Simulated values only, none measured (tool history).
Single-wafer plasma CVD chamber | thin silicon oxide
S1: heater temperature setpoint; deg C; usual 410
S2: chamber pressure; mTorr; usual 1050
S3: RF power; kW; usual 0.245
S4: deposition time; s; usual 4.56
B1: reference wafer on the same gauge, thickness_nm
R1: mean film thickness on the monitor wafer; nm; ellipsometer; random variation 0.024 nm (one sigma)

run 1 hour=0.0 | S1=410 S2=1050 S3=0.245 S4=4.56 | B1=8.563 | R1=8.723
run 2 hour=54.3 | S1=410 S2=1050 S3=0.245 S4=4.56 | B1=8.567 | R1=8.723
run 3 hour=91.7 | S1=414 S2=1050 S3=0.245 S4=4.56 | B1=8.557 | R1=8.652
-- hour=147.0 RF generator calibrated
run 4 hour=156.9 | S1=410 S2=1050 S3=0.245 S4=5.02 | B1=8.570 | R1=9.808
run 5 hour=221.2 | S1=410 S2=1050 S3=0.245 S4=5.02 | B1=8.563 | R1=9.768
run 6 hour=257.0 | S1=410 S2=1050 S3=0.245 S4=5.02 | B1=8.565 | R1=9.756
run 7 hour=300.0 | S1=410 S2=1050 S3=0.245 S4=4.56 | B1=8.547 | R1=8.848
-- hour=329.2 showerhead replaced
run 8 hour=329.7 | S1=410 S2=1300 S3=0.200 S4=4.56 | B1=8.561 | R1=8.870
run 9 hour=353.1 | S1=419 S2=820 S3=0.225 S4=5.19 | B1=8.563 | R1=7.333
-- hour=403.9 capacitance manometer re-zeroed and calibrated
run 10 hour=411.5 | S1=410 S2=1050 S3=0.245 S4=4.56 | B1=8.573 | R1=8.945
run 11 hour=436.1 | S1=410 S2=1050 S3=0.225 S4=4.56 | B1=8.566 | R1=8.467
run 12 hour=462.5 | S1=420 S2=910 S3=0.245 S4=3.96 | B1=8.559 | R1=6.786
run 13 hour=508.0 | S1=416 S2=940 S3=0.270 S4=4.56 | B1=8.563 | R1=8.525
run 14 hour=542.8 | S1=410 S2=840 S3=0.270 S4=4.96 | B1=8.558 | R1=8.291
run 15 hour=574.4 | S1=404 S2=1300 S3=0.220 S4=3.95 | B1=8.561 | R1=8.268
-- hour=593.1 thermocouple changed; heater temperature recalibrated
run 16 hour=611.0 | S1=410 S2=1050 S3=0.245 S4=3.72 | B1=8.566 | R1=7.272
run 17 hour=674.5 | S1=410 S2=1050 S3=0.245 S4=4.56 | B1=8.561 | R1=8.888
-- hour=702.2 gauge calibrated
run 18 hour=729.4 | S1=417 S2=1050 S3=0.270 S4=4.18 | B1=8.550 | R1=8.579
run 19 hour=779.3 | S1=410 S2=800 S3=0.245 S4=3.82 | B1=8.560 | R1=5.665
run 20 hour=815.2 | S1=410 S2=970 S3=0.280 S4=4.56 | B1=8.556 | R1=8.969
run 21 hour=857.9 | S1=410 S2=930 S3=0.245 S4=4.56 | B1=8.567 | R1=7.919
run 22 hour=904.4 | S1=410 S2=1050 S3=0.215 S4=4.97 | B1=8.567 | R1=8.790
run 23 hour=932.1 | S1=410 S2=970 S3=0.280 S4=4.56 | B1=8.567 | R1=8.946
run 24 hour=970.4 | S1=405 S2=1050 S3=0.245 S4=5.00 | B1=8.562 | R1=9.664
-- hour=1039.5 RF generator calibrated
run 25 hour=1041.9 | S1=410 S2=1050 S3=0.245 S4=4.56 | B1=8.545 | R1=9.042
run 26 hour=1069.0 | S1=410 S2=1050 S3=0.245 S4=4.56 | B1=8.571 | R1=9.067
run 27 hour=1100.6 | S1=419 S2=1050 S3=0.245 S4=4.56 | B1=8.558 | R1=9.047
run 28 hour=1157.6 | S1=410 S2=880 S3=0.265 S4=4.56 | B1=8.546 | R1=8.027

Measured less the same run without the tool's hidden state. The same run-to-run variation is in both; the gauge's scatter may not be:
The hidden state here: wafer temperature above the value expected at the setpoint (K); delivered RF power above the setpoint (%); true pressure above the setpoint (%); gauge reads high (%).
run=1 R1=-0.403
run=2 R1=-0.429
run=3 R1=-0.443
run=4 R1=-0.251
run=5 R1=-0.282
run=6 R1=-0.300
run=7 R1=-0.292
run=8 R1=-0.231
run=9 R1=-0.339
run=10 R1=-0.152
run=11 R1=-0.152
run=12 R1=-0.134
run=13 R1=-0.172
run=14 R1=-0.182
run=15 R1=-0.198
run=16 R1=-0.181
run=17 R1=-0.244
run=18 R1=-0.240
run=19 R1=-0.188
run=20 R1=-0.279
run=21 R1=-0.285
run=22 R1=-0.351
run=23 R1=-0.321
run=24 R1=-0.386
run=25 R1=-0.042
run=26 R1=-0.052
run=27 R1=-0.063
run=28 R1=-0.081
